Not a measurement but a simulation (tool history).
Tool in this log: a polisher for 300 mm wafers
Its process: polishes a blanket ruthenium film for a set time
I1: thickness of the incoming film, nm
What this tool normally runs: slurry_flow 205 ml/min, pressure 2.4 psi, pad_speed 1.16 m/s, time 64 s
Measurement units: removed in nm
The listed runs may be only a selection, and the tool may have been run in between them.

Run 1, day 0.000: usual settings; I1 290.6. Result: removed 117.8 nm.
Run 2, day 0.492: usual settings; I1 290.8. Result: removed 119.1 nm.
Run 3, day 0.933: usual settings but pad_speed 1.00 m/s; I1 288.0. Result: removed 106.5 nm.
Run 4, day 1.475: usual settings but pressure 2.6 psi; I1 289.5. Result: removed 124.6 nm.
Run 5, day 2.150: usual settings but pressure 2.6 psi; I1 284.6. Result: removed 123.8 nm.
Run 6, day 2.721: usual settings but pressure 2.0 psi, pad_speed 0.86 m/s; I1 287.9. Result: removed 81.2 nm.
Run 7, day 3.192: usual settings but pressure 2.0 psi, pad_speed 0.86 m/s; I1 291.0. Result: removed 81.8 nm.
Run 8, day 3.550: usual settings but pressure 2.8 psi; I1 289.3. Result: removed 131.9 nm.
Run 9, day 3.900: usual settings but pressure 2.9 psi, time 56 s; I1 290.4. Result: removed 117.2 nm.
Run 10, day 4.525: usual settings but pressure 2.0 psi; I1 295.6. Result: removed 100.0 nm.
Run 11, day 5.154: usual settings but pressure 2.0 psi; I1 290.3. Result: removed 99.1 nm.
Run 12, day 5.692: usual settings; I1 290.7. Result: removed 114.7 nm.
Run 13, day 6.617: usual settings; I1 289.2. Result: removed 115.2 nm.
At day 6.667: slurry nozzle cleaned.
At day 6.917: worn pad replaced by a new one.
Run 14, day 7.204: usual settings but pressure 2.9 psi; I1 290.3. Result: removed 139.8 nm.
Run 15, day 7.617: usual settings but pressure 2.9 psi; I1 290.1. Result: removed 138.0 nm.
Run 16, day 8.342: usual settings but pad_speed 1.38 m/s; I1 286.8. Result: removed 135.8 nm.
Run 17, day 8.629: usual settings but pad_speed 1.38 m/s; I1 292.1. Result: removed 137.9 nm.
Run 18, day 9.017: usual settings but slurry_flow 265 ml/min, pressure 3.1 psi, pad_speed 1.28 m/s, time 56 s; I1 287.7. Result: removed 141.5 nm.
Run 19, day 9.604: usual settings but time 43 s; I1 295.3. Result: removed 79.2 nm.
Run 20, day 9.950: usual settings but pad_speed 1.04 m/s, time 58 s; I1 287.0. Result: removed 97.9 nm.
Run 21, day 10.396: usual settings; I1 290.9. Result: removed 116.6 nm.
Run 22, day 11.075: usual settings; I1 290.2. Result: removed 116.0 nm.
Run 23, day 11.679: usual settings; I1 287.8. Result: removed 117.2 nm.
At day 12.362: head pressure recalibrated.
Run 24, day 12.392: usual settings; I1 289.0. Result: removed 115.7 nm.
Run 25, day 14.529: usual settings but slurry_flow 165 ml/min, pad_speed 0.90 m/s, time 84 s; I1 288.6. Result: removed 119.9 nm.
Run 26, day 15.146: usual settings; I1 293.3. Result: removed 113.6 nm.
At day 15.396: worn pad replaced by a new one.
Run 27, day 15.800: usual settings; I1 290.2. Result: removed 118.4 nm.
Run 28, day 16.417: usual settings but slurry_flow 140 ml/min, pressure 2.0 psi; I1 291.1. Result: removed 96.6 nm.
Run 29, day 16.696: usual settings but slurry_flow 230 ml/min, pressure 3.1 psi; I1 294.9. Result: removed 148.1 nm.
Run 30, day 17.162: usual settings but pad_speed 1.04 m/s, time 82 s; I1 295.8. Result: removed 139.5 nm.
Run 31, day 17.671: usual settings but pad_speed 1.48 m/s; I1 285.2. Result: removed 139.5 nm.
Run 32, day 18.196: usual settings but slurry_flow 270 ml/min, pressure 1.8 psi, pad_speed 0.88 m/s; I1 289.2. Result: removed 78.6 nm.
Run 33, day 18.908: usual settings but slurry_flow 235 ml/min, pressure 3.0 psi, pad_speed 1.54 m/s, time 73 s; I1 289.4. Result: removed 201.8 nm.
Run 34, day 19.396: usual settings but pad_speed 1.04 m/s; I1 291.5. Result: removed 107.2 nm.
Run 35, day 20.121: usual settings but pressure 1.8 psi, time 75 s; I1 286.9. Result: removed 109.3 nm.

Forecast each of these 4 alternatives for the next run:
Run A, day 20.138: usual settings; I1 285.7. Result: removed ?.
Run B, day 20.138: usual settings but slurry_flow 155 ml/min, pressure 3.0 psi; I1 285.7. Result: removed ?.
Run C, day 20.138: usual settings but slurry_flow 230 ml/min, pad_speed 0.98 m/s; I1 285.7. Result: removed ?.
Run D, day 20.138: usual settings but slurry_flow 135 ml/min, time 74 s; I1 285.7. Result: removed ?.

run  removed
  A    115.3
  B    131.7
  C    103.1
  D    123.6
Without the tool's hidden state the same runs would have given:
run  removed
  A    119.3
  B    136.3
  C    106.7
  D    127.8
